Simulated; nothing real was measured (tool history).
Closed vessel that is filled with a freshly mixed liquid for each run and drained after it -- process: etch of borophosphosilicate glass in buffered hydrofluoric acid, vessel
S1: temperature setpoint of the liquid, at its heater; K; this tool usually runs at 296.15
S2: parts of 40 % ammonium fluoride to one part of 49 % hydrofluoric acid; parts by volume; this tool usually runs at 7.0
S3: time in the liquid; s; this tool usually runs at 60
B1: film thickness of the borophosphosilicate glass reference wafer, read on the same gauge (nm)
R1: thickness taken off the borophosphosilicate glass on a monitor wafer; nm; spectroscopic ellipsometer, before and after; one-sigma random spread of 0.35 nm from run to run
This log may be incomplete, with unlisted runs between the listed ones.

Run 1, hour 0.0: usual settings but S2 9.0 parts by volume; B1 99.99. Result: R1 79.16 nm.
Run 2, hour 13.9: usual settings but S2 9.0 parts by volume; B1 100.03. Result: R1 78.99 nm.
Run 3, hour 31.9: usual settings but S3 50 s; B1 100.01. Result: R1 86.80 nm.
Run 4, hour 46.5: usual settings but S1 294.15 K; B1 100.01. Result: R1 93.16 nm.
Run 5, hour 56.5: usual settings but S1 294.15 K; B1 100.03. Result: R1 92.70 nm.
Run 6, hour 63.2: usual settings but S1 294.15 K; B1 99.96. Result: R1 93.09 nm.
At hour 76.2: gauge calibrated.
Run 7, hour 80.5: usual settings but S1 298.15 K, S3 40 s; B1 99.98. Result: R1 76.88 nm.
Run 8, hour 87.3: usual settings but S1 298.65 K; B1 100.01. Result: R1 118.38 nm.
Run 9, hour 98.2: usual settings but S1 294.15 K, S2 8.5 parts by volume, S3 70 s; B1 99.97. Result: R1 87.37 nm.
At hour 103.1: thermometer replaced.
At hour 103.4: hydrofluoric acid flow meter replaced.
Run 10, hour 107.0: usual settings but S2 8.5 parts by volume, S3 85 s; B1 99.98. Result: R1 136.26 nm.
Run 11, hour 118.8: usual settings but S1 298.65 K, S3 45 s; B1 100.01. Result: R1 101.72 nm.
Run 12, hour 136.8: usual settings but S1 300.65 K, S3 90 s; B1 99.96. Result: R1 226.30 nm.
Run 13, hour 145.8: usual settings but S1 298.65 K, S2 9.0 parts by volume, S3 35 s; B1 99.97. Result: R1 60.59 nm.
Run 14, hour 158.3: usual settings but S1 294.15 K, S2 8.5 parts by volume, S3 70 s; B1 100.00. Result: R1 100.63 nm.

Here are 4 independent what-if runs from the current tool condition. What would each one return?
Run A, hour 159.0: usual settings; B1 ?. Result: R1 ?.
Run B, hour 159.0: usual settings but S3 75 s; B1 ?. Result: R1 ?.
Run C, hour 159.0: usual settings but S1 300.15 K, S3 85 s; B1 ?. Result: R1 ?.
Run D, hour 159.0: usual settings but S1 294.65 K, S2 10.0 parts by volume; B1 ?. Result: R1 ?.

run     B1      R1
  A  99.99  118.75
  B  99.99  148.44
  C  99.99  208.33
  D  99.99   77.70
Had the tool no hidden state, the same runs would have come out as:
run      R1
  A  119.72
  B  149.65
  C  209.99
  D   78.34
